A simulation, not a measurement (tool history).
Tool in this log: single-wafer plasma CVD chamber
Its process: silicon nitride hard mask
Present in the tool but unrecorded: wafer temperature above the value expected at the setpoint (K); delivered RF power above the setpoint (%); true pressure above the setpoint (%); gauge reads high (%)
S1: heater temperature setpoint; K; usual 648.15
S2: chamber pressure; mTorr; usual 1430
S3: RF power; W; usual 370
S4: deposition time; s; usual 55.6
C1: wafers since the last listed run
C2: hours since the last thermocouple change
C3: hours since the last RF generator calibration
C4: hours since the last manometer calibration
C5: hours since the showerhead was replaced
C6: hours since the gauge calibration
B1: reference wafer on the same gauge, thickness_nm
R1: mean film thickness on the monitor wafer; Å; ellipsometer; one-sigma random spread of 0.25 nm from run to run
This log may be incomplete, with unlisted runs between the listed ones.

{"run": 1, "day": 0.0, "S1": 648.15, "S2": 1430, "S3": 370, "S4": 55.6, "C1": 0, "C2": 18.7, "C3": 811.9, "C4": 2819.6, "C5": 3380.3, "C6": 677.7, "B1": 80.175, "R1": 741.81}
{"run": 2, "day": 1.117, "S1": 648.15, "S2": 1430, "S3": 370, "S4": 55.6, "C1": 603, "C2": 45.5, "C3": 838.7, "C4": 2846.4, "C5": 3407.1, "C6": 704.5, "B1": 80.131, "R1": 741.01}
{"run": 3, "day": 2.371, "S1": 648.15, "S2": 1430, "S3": 370, "S4": 55.6, "C1": 677, "C2": 75.6, "C3": 868.8, "C4": 2876.5, "C5": 3437.2, "C6": 734.6, "B1": 80.237, "R1": 740.22}
{"day": 3.308, "done": "RF generator calibrated"}
{"run": 4, "day": 3.8, "S1": 648.15, "S2": 1430, "S3": 390, "S4": 55.6, "C1": 592, "C2": 109.9, "C3": 11.8, "C4": 2910.8, "C5": 3471.5, "C6": 768.9, "B1": 80.238, "R1": 792.78}
{"run": 5, "day": 4.771, "S1": 648.15, "S2": 1430, "S3": 390, "S4": 55.6, "C1": 524, "C2": 133.2, "C3": 35.1, "C4": 2934.1, "C5": 3494.8, "C6": 792.2, "B1": 80.281, "R1": 793.91}
{"run": 6, "day": 5.729, "S1": 648.15, "S2": 1430, "S3": 390, "S4": 55.6, "C1": 518, "C2": 156.2, "C3": 58.1, "C4": 2957.1, "C5": 3517.8, "C6": 815.2, "B1": 80.148, "R1": 792.35}
{"day": 6.167, "done": "gauge calibrated"}
{"day": 6.529, "done": "capacitance manometer re-zeroed and calibrated"}
{"run": 7, "day": 7.033, "S1": 648.15, "S2": 1430, "S3": 370, "S4": 55.6, "C1": 524, "C2": 187.5, "C3": 89.4, "C4": 12.1, "C5": 3549.1, "C6": 20.8, "B1": 80.214, "R1": 770.22}
{"run": 8, "day": 8.508, "S1": 648.15, "S2": 1430, "S3": 370, "S4": 55.6, "C1": 797, "C2": 222.9, "C3": 124.8, "C4": 47.5, "C5": 3584.5, "C6": 56.2, "B1": 80.301, "R1": 769.42}
{"run": 9, "day": 9.642, "S1": 655.15, "S2": 1150, "S3": 370, "S4": 55.6, "C1": 612, "C2": 250.1, "C3": 152, "C4": 74.7, "C5": 3611.7, "C6": 83.4, "B1": 80.246, "R1": 739.51}
{"run": 10, "day": 10.892, "S1": 648.15, "S2": 1640, "S3": 370, "S4": 55.6, "C1": 675, "C2": 280.1, "C3": 182, "C4": 104.7, "C5": 3641.7, "C6": 113.4, "B1": 80.115, "R1": 790.06}
{"run": 11, "day": 12.029, "S1": 657.15, "S2": 1430, "S3": 370, "S4": 55.6, "C1": 614, "C2": 307.4, "C3": 209.3, "C4": 132, "C5": 3669, "C6": 140.7, "B1": 80.216, "R1": 762.53}
{"run": 12, "day": 13.179, "S1": 648.15, "S2": 1430, "S3": 370, "S4": 55.6, "C1": 621, "C2": 335, "C3": 236.9, "C4": 159.6, "C5": 3696.6, "C6": 168.3, "B1": 80.185, "R1": 768.69}
{"day": 13.683, "done": "showerhead replaced"}
{"run": 13, "day": 14.062, "S1": 652.15, "S2": 1210, "S3": 420, "S4": 44.9, "C1": 297, "C2": 356.2, "C3": 258.1, "C4": 180.8, "C5": 9.1, "C6": 189.5, "B1": 80.097, "R1": 644.51}
{"run": 14, "day": 17.092, "S1": 648.15, "S2": 1150, "S3": 425, "S4": 45.8, "C1": 1637, "C2": 428.9, "C3": 330.8, "C4": 253.5, "C5": 81.8, "C6": 262.2, "B1": 80.053, "R1": 652.15}
{"run": 15, "day": 18.504, "S1": 648.15, "S2": 1530, "S3": 370, "S4": 55.6, "C1": 763, "C2": 462.8, "C3": 364.7, "C4": 287.4, "C5": 115.7, "C6": 296.1, "B1": 80.235, "R1": 775.26}
{"run": 16, "day": 19.562, "S1": 648.15, "S2": 1430, "S3": 370, "S4": 55.6, "C1": 572, "C2": 488.2, "C3": 390.1, "C4": 312.8, "C5": 141.1, "C6": 321.5, "B1": 80.263, "R1": 760.3}
{"run": 17, "day": 20.317, "S1": 642.15, "S2": 1070, "S3": 445, "S4": 62.2, "C1": 407, "C2": 506.3, "C3": 408.2, "C4": 330.9, "C5": 159.2, "C6": 339.6, "B1": 80.089, "R1": 898.17}
{"run": 18, "day": 21.058, "S1": 648.15, "S2": 1230, "S3": 415, "S4": 60.9, "C1": 400, "C2": 524.1, "C3": 426, "C4": 348.7, "C5": 177, "C6": 357.4, "B1": 80.12, "R1": 863.78}
{"run": 19, "day": 22.138, "S1": 657.15, "S2": 1430, "S3": 390, "S4": 55.6, "C1": 583, "C2": 550, "C3": 451.9, "C4": 374.6, "C5": 202.9, "C6": 383.3, "B1": 80.236, "R1": 780.32}
{"run": 20, "day": 23.371, "S1": 648.15, "S2": 1430, "S3": 370, "S4": 55.6, "C1": 666, "C2": 579.6, "C3": 481.5, "C4": 404.2, "C5": 232.5, "C6": 412.9, "B1": 80.239, "R1": 760.77}
{"run": 21, "day": 24.638, "S1": 648.15, "S2": 1430, "S3": 425, "S4": 55.6, "C1": 684, "C2": 610, "C3": 511.9, "C4": 434.6, "C5": 262.9, "C6": 443.3, "B1": 80.12, "R1": 826.87}
{"run": 22, "day": 25.379, "S1": 648.15, "S2": 1430, "S3": 370, "S4": 55.6, "C1": 400, "C2": 627.8, "C3": 529.7, "C4": 452.4, "C5": 280.7, "C6": 461.1, "B1": 80.098, "R1": 757.88}
{"run": 23, "day": 26.675, "S1": 648.15, "S2": 1430, "S3": 405, "S4": 55.6, "C1": 700, "C2": 658.9, "C3": 560.8, "C4": 483.5, "C5": 311.8, "C6": 492.2, "B1": 80.185, "R1": 797.81}

The next listed run, before its measurement:
{"run": 24, "day": 27.217, "S1": 648.15, "S2": 1430, "S3": 420, "S4": 55.6, "C1": 292, "C2": 671.9, "C3": 573.8, "C4": 496.5, "C5": 324.8, "C6": 505.2, "B1": "?", "R1": "?"}

Run 24 produced B1 80.302, R1 813.36 Å.
With the hidden condition absent and the run-to-run variation left alone, this run would have shown R1 825.53 Å.
